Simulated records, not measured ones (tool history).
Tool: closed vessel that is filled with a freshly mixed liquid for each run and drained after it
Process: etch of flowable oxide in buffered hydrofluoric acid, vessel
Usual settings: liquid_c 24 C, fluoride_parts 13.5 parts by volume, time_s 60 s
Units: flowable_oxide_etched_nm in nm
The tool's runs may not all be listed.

run   hour  liquid_c  fluoride_parts  time_s  wafers since the last listed run  hours since the thermometer was replaced  hours since the hydrofluoric acid flow meter was replaced  hours since the gauge calibration  read-back film thickness of the flowable oxide reference wafer, read on the same gauge (nm)  flowable_oxide_etched_nm
  1      0        24            13.5      60                                 0                                    2098.6                                                      487.7                              270.5                                                                                        69.96                    147.01
      11.4  -- gauge calibrated
  2   33.7        24            13.5      60                              3650                                    2132.3                                                      521.4                               22.3                                                                                        69.98                    145.21
  3   55.5        24            13.5      80                              2361                                    2154.1                                                      543.2                               44.1                                                                                        69.97                    196.24
  4   85.5        24            13.5      80                              3250                                    2184.1                                                      573.2                               74.1                                                                                        69.98                    194.23
  5  111.3        24            13.5      80                              2795                                    2209.9                                                        599                               99.9                                                                                        70.03                    194.21
  6  123.7        24            13.5      60                              1343                                    2222.3                                                      611.4                              112.3                                                                                           70                    146.18
  7  138.8        24            13.5      60                              1635                                    2237.4                                                      626.5                              127.4                                                                                           70                    145.24
  8  163.1        24            13.5      60                              2632                                    2261.7                                                      650.8                              151.7                                                                                        69.99                    143.64
     166.1  -- thermometer replaced
     172.6  -- hydrofluoric acid flow meter replaced
  9  190.9        24            13.5      50                              2795                                      24.8                                                       18.3                              179.5                                                                                           70                    113.29
 10  211.9        24            13.5      60                              2275                                      45.8                                                       39.3                              200.5                                                                                        70.02                    136.95
 11  228.2        24            13.5      60                              1765                                      62.1                                                       55.6                              216.8                                                                                        70.01                    136.24
 12  242.4      19.5            17.5      45                              1538                                      76.3                                                       69.8                                231                                                                                        69.95                     62.05
 13  273.7        21            13.5      35                              3390                                     107.6                                                      101.1                              262.3                                                                                        69.98                     67.39
 14  302.6        24            13.5      60                              3130                                     136.5                                                        130                              291.2                                                                                        69.99                    136.18
 15  330.5        24            13.5      30                              3022                                     164.4                                                      157.9                              319.1                                                                                           70                     67.92
     346.7  -- gauge calibrated
 16  359.9      27.5             8.5      35                              3185                                     193.8                                                      187.3                               13.2                                                                                        69.98                    146.09
 17  387.2        24              17      60                              2957                                     221.1                                                      214.6                               40.5                                                                                        70.06                    107.96
 18  415.1        24            13.5      75                              3022                                       249                                                      242.5                               68.4                                                                                           70                    169.59
 19  440.7        24            13.5      60                              2773                                     274.6                                                      268.1                                 94                                                                                        69.98                    134.63
 20  461.5        24            13.5      35                              2253                                     295.4                                                      288.9                              114.8                                                                                        69.99                     78.83
 21  490.1        24            13.5      90                              3098                                       324                                                      317.5                              143.4                                                                                        69.97                    202.97

4 ways to go on from here, each from the tool as it stands after run 21. What would each give?
  A  490.8        24               8      60                                75                                     324.7                                                      318.2                              144.1                                                                                            ?                         ?
  B  490.8      27.5            11.5      35                                75                                     324.7                                                      318.2                              144.1                                                                                            ?                         ?
  C  490.8        24             9.5      35                                75                                     324.7                                                      318.2                              144.1                                                                                            ?                         ?
  D  490.8      20.5            13.5      60                                75                                     324.7                                                      318.2                              144.1                                                                                            ?                         ?

run  read-back film thickness of the flowable oxide reference wafer, read on the same gauge (nm)  flowable_oxide_etched_nm
  A                                                                                        70.02                    218.67
  B                                                                                        70.02                    111.33
  C                                                                                        70.02                     111.1
  D                                                                                        70.02                    111.42
Without the tool's hidden state the same runs would have given:
run  flowable_oxide_etched_nm
  A                    226.74
  B                    114.82
  C                    112.52
  D                    114.83
